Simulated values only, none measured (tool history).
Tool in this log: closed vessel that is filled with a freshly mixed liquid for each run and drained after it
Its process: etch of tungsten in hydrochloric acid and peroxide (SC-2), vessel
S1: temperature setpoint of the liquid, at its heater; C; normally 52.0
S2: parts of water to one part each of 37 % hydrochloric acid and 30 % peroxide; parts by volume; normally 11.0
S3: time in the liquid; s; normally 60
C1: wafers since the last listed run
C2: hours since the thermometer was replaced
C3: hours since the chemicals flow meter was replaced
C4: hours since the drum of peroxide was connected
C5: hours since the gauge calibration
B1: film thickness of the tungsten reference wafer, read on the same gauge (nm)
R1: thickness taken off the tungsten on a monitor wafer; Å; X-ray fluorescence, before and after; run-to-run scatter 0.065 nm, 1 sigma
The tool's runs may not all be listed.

run 1 hour=0.0 | S1=52.0 S2=13.5 S3=60 | C1=0 C2=669.6 C3=601.5 C4=1069.1 C5=252.1 | B1=30.02 | R1=101.5
run 2 hour=16.2 | S1=59.5 S2=11.0 S3=60 | C1=2384 C2=685.8 C3=617.7 C4=1085.3 C5=268.3 | B1=29.97 | R1=197.1
run 3 hour=25.1 | S1=59.5 S2=11.0 S3=60 | C1=1309 C2=694.7 C3=626.6 C4=1094.2 C5=277.2 | B1=29.99 | R1=196.7
run 4 hour=41.4 | S1=59.5 S2=11.0 S3=60 | C1=2398 C2=711.0 C3=642.9 C4=1110.5 C5=293.5 | B1=29.99 | R1=197.4
run 5 hour=47.5 | S1=45.0 S2=11.0 S3=80 | C1=897 C2=717.1 C3=649.0 C4=1116.6 C5=299.6 | B1=30.01 | R1=101.3
-- hour=49.1 gauge calibrated
run 6 hour=56.3 | S1=45.0 S2=11.0 S3=80 | C1=1295 C2=725.9 C3=657.8 C4=1125.4 C5=7.2 | B1=30.02 | R1=102.1
-- hour=62.8 thermometer replaced
run 7 hour=63.3 | S1=45.0 S2=11.0 S3=80 | C1=882 C2=0.5 C3=664.8 C4=1132.4 C5=14.2 | B1=30.02 | R1=96.3
run 8 hour=79.2 | S1=52.0 S2=11.0 S3=75 | C1=2339 C2=16.4 C3=680.7 C4=1148.3 C5=30.1 | B1=29.99 | R1=144.5
run 9 hour=96.2 | S1=52.0 S2=11.0 S3=60 | C1=2501 C2=33.4 C3=697.7 C4=1165.3 C5=47.1 | B1=30.01 | R1=116.9
-- hour=107.9 chemicals flow meter replaced
run 10 hour=111.7 | S1=52.0 S2=11.0 S3=60 | C1=2133 C2=48.9 C3=3.8 C4=1180.8 C5=62.6 | B1=30.04 | R1=116.5
run 11 hour=119.0 | S1=52.0 S2=11.0 S3=60 | C1=1074 C2=56.2 C3=11.1 C4=1188.1 C5=69.9 | B1=29.99 | R1=115.5
run 12 hour=129.0 | S1=61.5 S2=16.0 S3=90 | C1=1471 C2=66.2 C3=21.1 C4=1198.1 C5=79.9 | B1=29.98 | R1=231.8
run 13 hour=139.8 | S1=52.0 S2=14.0 S3=60 | C1=1589 C2=77.0 C3=31.9 C4=1208.9 C5=90.7 | B1=30.00 | R1=94.9
run 14 hour=156.0 | S1=46.0 S2=8.0 S3=60 | C1=2384 C2=93.2 C3=48.1 C4=1225.1 C5=106.9 | B1=29.99 | R1=101.6
run 15 hour=168.5 | S1=52.0 S2=11.0 S3=60 | C1=1839 C2=105.7 C3=60.6 C4=1237.6 C5=119.4 | B1=30.03 | R1=115.9
run 16 hour=175.1 | S1=60.5 S2=16.0 S3=60 | C1=971 C2=112.3 C3=67.2 C4=1244.2 C5=126.0 | B1=29.99 | R1=146.5
-- hour=178.8 new drum of peroxide connected
run 17 hour=189.2 | S1=52.0 S2=11.0 S3=60 | C1=1927 C2=126.4 C3=81.3 C4=10.4 C5=140.1 | B1=30.01 | R1=116.9
run 18 hour=202.8 | S1=59.0 S2=6.5 S3=60 | C1=2001 C2=140.0 C3=94.9 C4=24.0 C5=153.7 | B1=30.02 | R1=280.1
run 19 hour=209.7 | S1=57.5 S2=11.0 S3=60 | C1=1015 C2=146.9 C3=101.8 C4=30.9 C5=160.6 | B1=30.00 | R1=165.0
run 20 hour=226.9 | S1=42.0 S2=15.5 S3=80 | C1=2531 C2=164.1 C3=119.0 C4=48.1 C5=177.8 | B1=30.00 | R1=58.5
run 21 hour=236.0 | S1=52.0 S2=11.0 S3=60 | C1=1339 C2=173.2 C3=128.1 C4=57.2 C5=186.9 | B1=30.00 | R1=117.8
run 22 hour=252.7 | S1=52.0 S2=13.5 S3=45 | C1=2457 C2=189.9 C3=144.8 C4=73.9 C5=203.6 | B1=30.01 | R1=74.4
run 23 hour=267.7 | S1=45.5 S2=11.0 S3=60 | C1=2207 C2=204.9 C3=159.8 C4=88.9 C5=218.6 | B1=29.97 | R1=76.3
run 24 hour=277.8 | S1=44.5 S2=11.0 S3=50 | C1=1486 C2=215.0 C3=169.9 C4=99.0 C5=228.7 | B1=30.00 | R1=59.6
run 25 hour=285.2 | S1=58.5 S2=11.0 S3=60 | C1=1089 C2=222.4 C3=177.3 C4=106.4 C5=236.1 | B1=30.01 | R1=178.5
run 26 hour=293.6 | S1=44.5 S2=11.0 S3=50 | C1=1236 C2=230.8 C3=185.7 C4=114.8 C5=244.5 | B1=30.01 | R1=59.3
run 27 hour=302.1 | S1=52.0 S2=11.0 S3=70 | C1=1250 C2=239.3 C3=194.2 C4=123.3 C5=253.0 | B1=30.00 | R1=137.1
run 28 hour=308.6 | S1=52.0 S2=11.0 S3=60 | C1=956 C2=245.8 C3=200.7 C4=129.8 C5=259.5 | B1=30.00 | R1=118.5
-- hour=313.2 gauge calibrated
run 29 hour=321.5 | S1=52.0 S2=11.0 S3=60 | C1=1898 C2=258.7 C3=213.6 C4=142.7 C5=8.3 | B1=29.99 | R1=117.3
run 30 hour=335.3 | S1=48.0 S2=14.5 S3=60 | C1=2030 C2=272.5 C3=227.4 C4=156.5 C5=22.1 | B1=30.02 | R1=71.8

4 options for the next run, each taken on its own from the tool as it stands now. Forecast them:
run A hour=336.0 | S1=52.0 S2=11.0 S3=60 | C1=103 C2=273.2 C3=228.1 C4=157.2 C5=22.8 | B1=? | R1=?
run B hour=336.0 | S1=52.0 S2=7.5 S3=60 | C1=103 C2=273.2 C3=228.1 C4=157.2 C5=22.8 | B1=? | R1=?
run C hour=336.0 | S1=57.0 S2=11.0 S3=60 | C1=103 C2=273.2 C3=228.1 C4=157.2 C5=22.8 | B1=? | R1=?
run D hour=336.0 | S1=58.0 S2=11.0 S3=60 | C1=103 C2=273.2 C3=228.1 C4=157.2 C5=22.8 | B1=? | R1=?

run=A B1=29.96 R1=118.1
run=B B1=29.96 R1=161.6
run=C B1=29.96 R1=163.2
run=D B1=29.96 R1=173.9
The same runs, with their run-to-run variation unchanged, on a tool lacking any hidden condition would have given:
run=A R1=115.7
run=B R1=158.3
run=C R1=160.0
run=D R1=170.5
